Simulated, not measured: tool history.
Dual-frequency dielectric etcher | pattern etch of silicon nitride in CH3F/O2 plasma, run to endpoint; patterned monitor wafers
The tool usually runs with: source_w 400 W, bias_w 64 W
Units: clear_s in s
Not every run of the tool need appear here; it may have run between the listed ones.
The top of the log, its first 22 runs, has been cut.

| run | hour | source_w | bias_w | incoming incoming film thickness, nm | clear_s |
|---|---|---|---|---|---|
| 23 | 1600.6 | 400 | 64 | 89.6 | 107.1 |
| 24 | 1669.2 | 400 | 64 | 89.5 | 108.4 |
| 25 | 1772.2 | 430 | 51 | 89.1 | 113 |
|  | 1849.2 | bias power generator calibrated |
| 26 | 1867.5 | 480 | 53 | 89.5 | 107.5 |
|  | 1936.3 | wet clean of the chamber |
| 27 | 1936.8 | 500 | 55 | 89.3 | 104.2 |
| 28 | 1974 | 470 | 54 | 89.7 | 108 |
| 29 | 2135.8 | 460 | 59 | 90 | 105 |
| 30 | 2213.7 | 400 | 64 | 89.8 | 107 |
| 31 | 2353.2 | 350 | 64 | 90 | 112 |
|  | 2415.5 | wet clean of the chamber |
| 32 | 2615 | 320 | 72 | 89.3 | 110.2 |
| 33 | 2711.9 | 320 | 64 | 89.6 | 114.5 |

4 ways to go on from here, each from the tool as it stands after run 33. What would each give?
| A | 2712.4 | 400 | 64 | 89 | ? |
| B | 2712.4 | 460 | 50 | 89 | ? |
| C | 2712.4 | 470 | 58 | 89 | ? |
| D | 2712.4 | 360 | 60 | 89 | ? |

| run | clear_s |
|---|---|
| A | 105.7 |
| B | 110.8 |
| C | 103.7 |
| D | 112.7 |
With the hidden condition removed and each run's random variation left untouched, the same runs would have given:
| run | clear_s |
|---|---|
| A | 105.7 |
| B | 110.8 |
| C | 103.7 |
| D | 112.7 |
